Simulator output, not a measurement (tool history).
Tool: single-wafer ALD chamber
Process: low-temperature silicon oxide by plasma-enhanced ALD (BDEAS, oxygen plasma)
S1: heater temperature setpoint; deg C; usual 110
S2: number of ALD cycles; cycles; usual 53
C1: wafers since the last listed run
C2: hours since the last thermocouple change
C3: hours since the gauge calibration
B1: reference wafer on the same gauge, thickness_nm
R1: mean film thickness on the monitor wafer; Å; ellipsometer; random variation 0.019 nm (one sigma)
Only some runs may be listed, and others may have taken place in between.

{"run": 1, "hour": 0.0, "S1": 106, "S2": 53, "C1": 0, "C2": 1853, "C3": 193.2, "B1": 6.568, "R1": 68.88}
{"run": 2, "hour": 37.2, "S1": 110, "S2": 53, "C1": 272, "C2": 1890.2, "C3": 230.4, "B1": 6.575, "R1": 68.51}
{"run": 3, "hour": 78.6, "S1": 104, "S2": 53, "C1": 303, "C2": 1931.6, "C3": 271.8, "B1": 6.585, "R1": 69.23}
{"run": 4, "hour": 128.3, "S1": 110, "S2": 50, "C1": 364, "C2": 1981.3, "C3": 321.5, "B1": 6.594, "R1": 64.61}
{"run": 5, "hour": 184.8, "S1": 110, "S2": 50, "C1": 414, "C2": 2037.8, "C3": 378, "B1": 6.596, "R1": 64.98}
{"run": 6, "hour": 237.2, "S1": 110, "S2": 50, "C1": 384, "C2": 2090.2, "C3": 430.4, "B1": 6.606, "R1": 65.11}
{"run": 7, "hour": 283.2, "S1": 100, "S2": 53, "C1": 337, "C2": 2136.2, "C3": 476.4, "B1": 6.61, "R1": 70.37}
{"run": 8, "hour": 373.9, "S1": 100, "S2": 53, "C1": 665, "C2": 2226.9, "C3": 567.1, "B1": 6.614, "R1": 70.03}
{"run": 9, "hour": 467.4, "S1": 110, "S2": 53, "C1": 685, "C2": 2320.4, "C3": 660.6, "B1": 6.618, "R1": 69.22}
{"run": 10, "hour": 527.4, "S1": 110, "S2": 53, "C1": 440, "C2": 2380.4, "C3": 720.6, "B1": 6.63, "R1": 69.13}
{"run": 11, "hour": 605.2, "S1": 110, "S2": 53, "C1": 570, "C2": 2458.2, "C3": 798.4, "B1": 6.63, "R1": 69.09}
{"run": 12, "hour": 658.9, "S1": 123, "S2": 60, "C1": 393, "C2": 2511.9, "C3": 852.1, "B1": 6.631, "R1": 76.96}
{"run": 13, "hour": 704.8, "S1": 110, "S2": 53, "C1": 336, "C2": 2557.8, "C3": 898, "B1": 6.637, "R1": 68.97}
{"hour": 779.5, "done": "thermocouple changed; heater temperature recalibrated"}
{"run": 14, "hour": 799.9, "S1": 110, "S2": 53, "C1": 638, "C2": 20.4, "C3": 993.1, "B1": 6.631, "R1": 69.28}
{"run": 15, "hour": 836.6, "S1": 116, "S2": 50, "C1": 269, "C2": 57.1, "C3": 1029.8, "B1": 6.635, "R1": 64.56}
{"run": 16, "hour": 884.9, "S1": 99, "S2": 45, "C1": 354, "C2": 105.4, "C3": 1078.1, "B1": 6.632, "R1": 59.77}
{"run": 17, "hour": 946.0, "S1": 110, "S2": 53, "C1": 448, "C2": 166.5, "C3": 1139.2, "B1": 6.641, "R1": 69.39}
{"hour": 1021.2, "done": "gauge calibrated"}
{"run": 18, "hour": 1078.9, "S1": 110, "S2": 61, "C1": 974, "C2": 299.4, "C3": 57.7, "B1": 6.549, "R1": 78.74}
{"run": 19, "hour": 1147.2, "S1": 110, "S2": 44, "C1": 500, "C2": 367.7, "C3": 126, "B1": 6.566, "R1": 57.25}
{"run": 20, "hour": 1217.6, "S1": 110, "S2": 53, "C1": 516, "C2": 438.1, "C3": 196.4, "B1": 6.585, "R1": 68.66}
{"run": 21, "hour": 1258.0, "S1": 121, "S2": 43, "C1": 296, "C2": 478.5, "C3": 236.8, "B1": 6.587, "R1": 54.62}
{"run": 22, "hour": 1306.5, "S1": 122, "S2": 50, "C1": 355, "C2": 527, "C3": 285.3, "B1": 6.596, "R1": 63.52}

4 ways to go on from here, each from the tool as it stands after run 22. What would each give?
{"run": "A", "hour": 1307.0, "S1": 110, "S2": 53, "C1": 3, "C2": 527.5, "C3": 285.8, "B1": "?", "R1": "?"}
{"run": "B", "hour": 1307.0, "S1": 115, "S2": 56, "C1": 3, "C2": 527.5, "C3": 285.8, "B1": "?", "R1": "?"}
{"run": "C", "hour": 1307.0, "S1": 99, "S2": 44, "C1": 3, "C2": 527.5, "C3": 285.8, "B1": "?", "R1": "?"}
{"run": "D", "hour": 1307.0, "S1": 97, "S2": 44, "C1": 3, "C2": 527.5, "C3": 285.8, "B1": "?", "R1": "?"}

run=A B1=6.598 R1=69.02
run=B B1=6.598 R1=72.34
run=C B1=6.598 R1=58.32
run=D B1=6.598 R1=58.66
Had the tool no hidden state, the same runs would have come out as:
run=A R1=68.42
run=B R1=71.71
run=C R1=57.81
run=D R1=58.15
